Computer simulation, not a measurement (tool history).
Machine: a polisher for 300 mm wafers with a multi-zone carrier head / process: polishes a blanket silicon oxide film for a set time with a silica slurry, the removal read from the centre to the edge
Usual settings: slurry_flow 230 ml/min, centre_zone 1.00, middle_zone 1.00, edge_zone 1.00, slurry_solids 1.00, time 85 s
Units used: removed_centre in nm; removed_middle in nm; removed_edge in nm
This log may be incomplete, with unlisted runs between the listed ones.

run   hour  slurry_flow  centre_zone  middle_zone  edge_zone  slurry_solids  time  wafers since the last listed run  wafers polished on this pad  hours since the slurry nozzle was cleaned  hours since the centre zone pressure was calibrated  hours since the edge zone pressure was calibrated  hours since the carrier head's membrane was replaced  incoming thickness of the incoming film, nm  removed_centre  removed_middle  removed_edge
  1    0.0          230         1.00         1.00       1.00           1.00    85                                 0                          362                                      118.8                                                817.2                                              859.1                                                1146.9                                       1791.9           202.9           211.0         208.9
  2   10.6          230         1.00         1.00       1.00           1.00    85                                79                          441                                      129.4                                                827.8                                              869.7                                                1157.5                                       1803.3           200.8           205.5         207.9
  3   25.7          230         1.00         1.00       1.00           1.00    69                               113                          554                                      144.5                                                842.9                                              884.8                                                1172.6                                       1796.0           164.7           165.0         162.5
  4   41.0          230         1.00         1.00       0.95           1.00    85                               114                          669                                      159.8                                                858.2                                              900.1                                                1187.9                                       1790.4           200.4           202.6         198.9
      58.7  -- worn pad replaced by a new one
  5   59.2          230         1.00         1.00       0.95           1.00    85                               106                            3                                      178.0                                                876.4                                              918.3                                                1206.1                                       1758.3           213.8           211.7         209.8
  6   76.3          230         1.00         1.00       1.00           1.00    65                               128                          131                                      195.1                                                893.5                                              935.4                                                1223.2                                       1779.8           153.5           160.7         161.7
      78.5  -- slurry nozzle cleaned
  7   82.6          230         1.00         1.00       1.00           1.00    65                                39                          171                                        4.1                                                899.8                                              941.7                                                1229.5                                       1773.5           169.7           171.6         168.3
  8   98.3          230         1.00         1.00       1.00           1.00    65                               117                          289                                       19.8                                                915.5                                              957.4                                                1245.2                                       1784.9           170.1           168.0         163.1
  9  107.9          260         1.00         1.00       1.00           0.90    85                                72                          361                                       29.4                                                925.1                                              967.0                                                1254.8                                       1800.0           207.0           210.7         209.0
     118.2  -- carrier head's membrane replaced by a new one
 10  118.7          230         1.00         1.00       1.00           1.00    85                                43                          405                                       40.2                                                935.9                                              977.8                                                   0.5                                       1758.3           211.0           212.9         213.5
     120.8  -- edge zone pressure recalibrated
 11  127.9          230         1.00         1.00       1.00           1.00    85                                54                          459                                       49.4                                                945.1                                                7.1                                                   9.7                                       1801.6           206.3           210.5         212.2
     138.2  -- centre zone pressure recalibrated
 12  142.3          230         1.00         1.00       1.00           1.00    85                                93                          552                                       63.8                                                  4.1                                               21.5                                                  24.1                                       1774.9           206.1           210.8         205.2
 13  148.7          205         1.00         1.00       1.00           1.25    85                                48                          600                                       70.2                                                 10.5                                               27.9                                                  30.5                                       1786.0           212.9           216.5         216.5
     159.0  -- worn pad replaced by a new one
 14  164.8          230         1.00         1.00       1.00           1.00    85                                90                           43                                       86.3                                                 26.6                                               44.0                                                  46.6                                       1799.0           211.8           211.0         214.6
 15  175.0          285         0.92         1.00       1.00           1.00    98                                76                          120                                       96.5                                                 36.8                                               54.2                                                  56.8                                       1799.6           233.7           250.9         248.2
 16  185.4          230         0.97         0.95       1.11           1.00   108                                78                          198                                      106.9                                                 47.2                                               64.6                                                  67.2                                       1762.3           251.0           255.2         284.0
 17  201.7          230         0.92         1.00       1.00           1.30    85                               122                          320                                      123.2                                                 63.5                                               80.9                                                  83.5                                       1773.6           205.7           225.5         223.9
 18  218.8          230         1.00         1.00       1.00           1.00    85                               128                          448                                      140.3                                                 80.6                                               98.0                                                 100.6                                       1776.1           199.1           204.4         203.8
 19  228.1          230         1.05         1.00       1.00           1.00    85                                69                          518                                      149.6                                                 89.9                                              107.3                                                 109.9                                       1780.7           208.6           203.4         202.9
 20  241.5          180         1.00         1.00       1.00           1.00    85                               100                          619                                      163.0                                                103.3                                              120.7                                                 123.3                                       1771.2           187.5           191.3         194.1

For each run, the measured value with the value that run would have given without the tool's hidden condition subtracted. The run-to-run variation is shared by both, the gauge scatter possibly not:
Hidden state present: removal rate lost through wear of the pad, %; slurry flow missing at the pad, %; deviation of the centre zone's pressure from its setpoint, %; deviation of the edge zone's pressure from its setpoint, %.
run  removed_centre  removed_middle  removed_edge
  1           -22.0           -21.1         -17.3
  2           -24.0           -22.8         -19.3
  3           -22.2           -20.8         -17.3
  4           -30.1           -28.5         -23.9
  5           -17.7           -15.6         -11.2
  6           -14.9           -14.1         -10.8
  7            -4.4            -4.3          -3.9
  8            -8.5            -7.9          -6.8
  9           -12.6           -12.2         -10.8
 10           -16.7           -16.0         -14.1
 11           -19.0           -18.4         -16.3
 12           -23.1           -22.4         -19.2
 13           -26.9           -25.9         -22.4
 14           -16.9           -15.4         -12.4
 15           -18.7           -18.6         -15.2
 16           -26.0           -24.3         -22.1
 17           -24.9           -25.3         -20.9
 18           -27.6           -26.5         -22.3
 19           -31.0           -28.3         -23.9
 20           -34.4           -32.5         -27.4

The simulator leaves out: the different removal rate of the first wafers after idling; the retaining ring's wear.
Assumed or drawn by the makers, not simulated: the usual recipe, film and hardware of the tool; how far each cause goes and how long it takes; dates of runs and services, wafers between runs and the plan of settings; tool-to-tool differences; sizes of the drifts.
